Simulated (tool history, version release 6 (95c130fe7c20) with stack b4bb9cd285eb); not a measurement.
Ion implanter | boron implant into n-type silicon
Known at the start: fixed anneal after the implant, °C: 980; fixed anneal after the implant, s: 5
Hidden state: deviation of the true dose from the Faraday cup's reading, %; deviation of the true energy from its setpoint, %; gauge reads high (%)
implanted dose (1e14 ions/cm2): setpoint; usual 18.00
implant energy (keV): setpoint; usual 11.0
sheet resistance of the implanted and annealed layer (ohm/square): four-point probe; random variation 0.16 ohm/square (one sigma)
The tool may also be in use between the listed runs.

run   hour  implanted dose (1e14 ions/cm2)  implant energy (keV)  wafers since the last listed run  hours since the last dose calibration  hours since the extraction supply was calibrated  hours since the gauge calibration  read-back reference wafer on the same gauge, sheet resistance  sheet resistance of the implanted and annealed layer (ohm/square)
  1    0.0                           18.00                  11.0                                 0                                 1580.3                                            5238.3                              407.6                                                         126.95                                                             109.09
  2   26.8                           18.00                  11.0                               420                                 1607.1                                            5265.1                              434.4                                                         126.97                                                             109.26
  3   43.4                           14.16                  11.0                               260                                 1623.7                                            5281.7                              451.0                                                         127.00                                                             118.42
  4   66.2                           18.00                  10.0                               358                                 1646.5                                            5304.5                              473.8                                                         126.98                                                             114.15
  5   83.3                           18.00                  10.0                               268                                 1663.6                                            5321.6                              490.9                                                         126.98                                                             113.98
  6  106.2                           18.00                  11.0                               359                                 1686.5                                            5344.5                              513.8                                                         127.07                                                             108.71
  7  125.2                           18.00                  11.0                               298                                 1705.5                                            5363.5                              532.8                                                         127.00                                                             109.26
  8  140.0                           18.00                  11.0                               232                                 1720.3                                            5378.3                              547.6                                                         127.01                                                             108.87
  9  160.4                           18.00                   9.0                               320                                 1740.7                                            5398.7                              568.0                                                         127.07                                                             119.91
 10  179.6                           18.00                   9.0                               301                                 1759.9                                            5417.9                              587.2                                                         126.97                                                             119.99
 11  210.2                           18.00                  11.0                               480                                 1790.5                                            5448.5                              617.8                                                         127.02                                                             109.12
 12  230.0                           18.00                  11.0                               310                                 1810.3                                            5468.3                              637.6                                                         127.07                                                             108.97
 13  253.4                           16.36                  12.5                               367                                 1833.7                                            5491.7                              661.0                                                         126.99                                                             106.61
 14  287.6                           16.36                  12.5                               537                                 1867.9                                            5525.9                              695.2                                                         127.01                                                             106.63
 15  382.8                           15.88                   8.0                              1495                                 1963.1                                            5621.1                              790.4                                                         127.10                                                             131.75
     412.3  -- extraction supply calibrated
 16  412.8                           19.85                  14.5                               345                                 1993.1                                               0.5                              820.4                                                         127.02                                                              94.19
 17  438.9                           18.00                  11.0                               409                                 2019.2                                              26.6                              846.5                                                         127.03                                                             109.04
     450.8  -- gauge calibrated
 18  474.7                           18.00                  14.0                               562                                 2055.0                                              62.4                               23.9                                                         126.92                                                              98.59
 19  496.6                           15.48                  13.5                               343                                 2076.9                                              84.3                               45.8                                                         127.00                                                             105.99
 20  519.9                           22.91                  11.0                               365                                 2100.2                                             107.6                               69.1                                                         126.95                                                             101.63
 21  552.6                           22.83                   9.5                               513                                 2132.9                                             140.3                              101.8                                                         126.94                                                             109.95
 22  572.1                           14.78                   8.0                               306                                 2152.4                                             159.8                              121.3                                                         126.96                                                             134.27
 23  605.0                           22.71                  13.5                               516                                 2185.3                                             192.7                              154.2                                                         127.01                                                              92.67
 24  624.6                           18.00                  12.0                               307                                 2204.9                                             212.3                              173.8                                                         127.03                                                             104.68
 25  648.4                           15.11                  12.5                               373                                 2228.7                                             236.1                              197.6                                                         126.95                                                             110.53
     663.6  -- Faraday cup replaced and dose calibrated
 26  682.2                           20.07                  13.0                               405                                   18.6                                             269.9                              231.4                                                         127.03                                                              96.86
 27  708.9                           14.71                  10.0                               419                                   45.3                                             296.6                              258.1                                                         127.01                                                             120.50
 28  739.0                           20.41                  11.0                               472                                   75.4                                             326.7                              288.2                                                         127.00                                                             104.21
 29  768.8                           14.71                  10.0                               468                                  105.2                                             356.5                              318.0                                                         127.05                                                             120.63
 30  788.3                           22.83                   9.5                               306                                  124.7                                             376.0                              337.5                                                         126.99                                                             109.29
 31  813.7                           18.00                  15.0                               398                                  150.1                                             401.4                              362.9                                                         127.01                                                              95.06
 32  848.1                           18.00                  11.0                               540                                  184.5                                             435.8                              397.3                                                         126.97                                                             108.36
 33  875.4                           18.00                   8.5                               428                                  211.8                                             463.1                              424.6                                                         126.97                                                             122.78
 34  895.9                           15.05                   7.5                               321                                  232.3                                             483.6                              445.1                                                         127.01                                                             136.87
 35  918.4                           22.37                  12.0                               353                                  254.8                                             506.1                              467.6                                                         126.96                                                              97.71
 36  944.2                           18.00                  11.0                               405                                  280.6                                             531.9                              493.4                                                         126.99                                                             108.57
 37  971.0                           16.05                  14.0                               420                                  307.4                                             558.7                              520.2                                                         127.03                                                             102.65

4 ways to go on from here, each from the tool as it stands after run 37. What would each give?
  A  971.4                           18.00                  11.0                                 6                                  307.8                                             559.1                              520.6                                                              ?                                                                  ?
  B  971.4                           18.00                   9.5                                 6                                  307.8                                             559.1                              520.6                                                              ?                                                                  ?
  C  971.4                           14.90                  13.0                                 6                                  307.8                                             559.1                              520.6                                                              ?                                                                  ?
  D  971.4                           23.33                  15.0                                 6                                  307.8                                             559.1                              520.6                                                              ?                                                                  ?

run  read-back reference wafer on the same gauge, sheet resistance  sheet resistance of the implanted and annealed layer (ohm/square)
  A                                                         127.02                                                             108.63
  B                                                         127.02                                                             116.50
  C                                                         127.02                                                             108.52
  D                                                         127.02                                                              87.72
Without the tool's hidden state the same runs would have given:
run  sheet resistance of the implanted and annealed layer (ohm/square)
  A                                                             107.85
  B                                                             115.75
  C                                                             107.51
  D                                                              87.12
